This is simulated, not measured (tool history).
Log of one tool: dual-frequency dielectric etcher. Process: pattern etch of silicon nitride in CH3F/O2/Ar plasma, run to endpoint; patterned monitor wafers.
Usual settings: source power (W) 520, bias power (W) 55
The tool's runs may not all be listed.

run     day  source power (W)  bias power (W)  wafers since the last listed run  hours since the last wet clean  hours since the last source power generator calibration  hours since the last bias power generator calibration  hours since the last upper electrode change  incoming incoming film thickness, nm  endpoint time (s)
  1       0               520              55                                 0                           449.1                                                   3161.5                                                 2154.7                                       1968.3                                 33.05               47.9
  2   0.962               520              63                               417                           472.2                                                   3184.6                                                 2177.8                                       1991.4                                  32.6               45.4
  3   1.971               520              63                               437                           496.4                                                   3208.8                                                   2202                                       2015.6                                 32.48               45.5
  4   3.138               520              63                               505                           524.4                                                   3236.8                                                   2230                                       2043.6                                 33.03               46.4
  5   4.404               610              55                               549                           554.8                                                   3267.2                                                 2260.4                                         2074                                 32.68               45.9
  6   5.171               610              55                               332                           573.2                                                   3285.6                                                 2278.8                                       2092.4                                 32.54               45.7
  7   5.921               610              55                               325                           591.2                                                   3303.6                                                 2296.8                                       2110.4                                 32.28               45.3
      7.592  -- bias power generator calibrated
        7.9  -- wet clean of the chamber
  8   7.921               520              55                               661                             0.5                                                   3351.6                                                    7.9                                       2158.4                                 32.39               46.3
  9   8.583               410              59                               287                            16.4                                                   3367.5                                                   23.8                                       2174.3                                 32.57               48.2
      9.229  -- source power generator calibrated
 10  10.075               520              55                               574                            52.2                                                     20.3                                                   59.6                                       2210.1                                 32.63               46.9
     12.254  -- upper electrode replaced
 11  12.275               470              49                               520                             105                                                     73.1                                                  112.4                                          0.5                                 32.58               49.4
 12  12.288               390              50                                 5                           105.3                                                     73.4                                                  112.7                                          0.8                                 32.63               51.6
 13  12.638               650              55                               151                           113.7                                                     81.8                                                  121.1                                          9.2                                 32.69               44.2
 14  13.454               520              55                               354                           133.3                                                    101.4                                                  140.7                                         28.8                                 32.97               47.2

Run 15 comes next. What will it give?
 15  14.2               470              62                               323                           151.2                                                    119.3                                                  158.6                                         46.7                                 32.42                  ?

endpoint time (s): 46.5
Without the tool's hidden state the same run would have given endpoint time (s) 45.8.
